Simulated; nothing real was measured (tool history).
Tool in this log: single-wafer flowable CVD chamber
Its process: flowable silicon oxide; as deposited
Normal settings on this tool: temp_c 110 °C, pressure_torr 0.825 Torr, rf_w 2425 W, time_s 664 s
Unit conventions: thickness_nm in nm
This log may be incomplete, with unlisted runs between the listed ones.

run,hour,temp_c,pressure_torr,rf_w,time_s,"read-back reference wafer on the same gauge, thickness_nm",thickness_nm
1,0,110,0.825,2425,757,370.949,415.212
2,15.7,110,0.825,2085,664,371.102,352.342
3,90,110,0.825,2425,664,371.052,363.495
4,117.3,110,0.825,2425,664,371.375,366.379
5,144.1,110,0.825,2425,664,370.842,363.978
6,179.5,110,0.825,2425,664,370.981,362.627
7,227.6,110,0.825,2425,664,371.273,363.753
8,245.2,110,0.825,2425,664,371,368.922
9,280.6,110,0.825,2425,664,371.202,363.418
10,310.4,110,0.825,2425,664,371.226,367.997
11,333.2,110,0.825,2425,664,370.829,367.302
12,374.9,100,0.825,2425,664,371.176,503.715
13,391.5,110,0.659,2425,664,371.252,277.089
14,403.7,100,0.65,2620,772,370.782,471.264
15,440.7,110,0.825,2425,664,370.988,349.574
16,455.6,125,0.759,2590,784,371.039,233.692
17,484.3,117,0.825,2425,664,371.091,274.388
18,504.1,110,0.825,2425,664,371.061,350.354
19,516.8,110,0.825,2425,664,371.272,350.059
20,546.8,110,0.825,2425,664,371.287,355
21,563.9,110,0.904,2425,774,371.329,451.844
22,584.5,125,0.759,2590,784,371.381,235.512
23,619.4,110,0.983,2850,664,370.723,433.838

Not shown here: 5 entries made in the log between runs. Locate each between two listed runs and compare the hidden state at the listed run before it with the hidden state at the listed run after it:
After run 7, before run 8: gauge calibrated (hour 234.2)
  true pressure above the setpoint (%): 5.09 -> 5.1
  measured minus no-state result, thickness_nm: +17.7 -> +18 nm
After run 11, before run 12: capacitance manometer re-zeroed and calibrated (hour 348.3); thermocouple changed; heater temperature recalibrated (hour 374.4)
  true pressure above the setpoint (%): 5.17 -> -0.187
  measured minus no-state result, thickness_nm: +18.141 -> -0.943 nm
After run 14, before run 15: showerhead replaced (hour 440.2)
  true pressure above the setpoint (%): 0.123 -> 0.498
  measured minus no-state result, thickness_nm: +0.619 -> +1.734 nm
After run 15, before run 16: RF generator calibrated (hour 455.1)
  true pressure above the setpoint (%): 0.498 -> 0.642
  measured minus no-state result, thickness_nm: +1.734 -> +1.535 nm
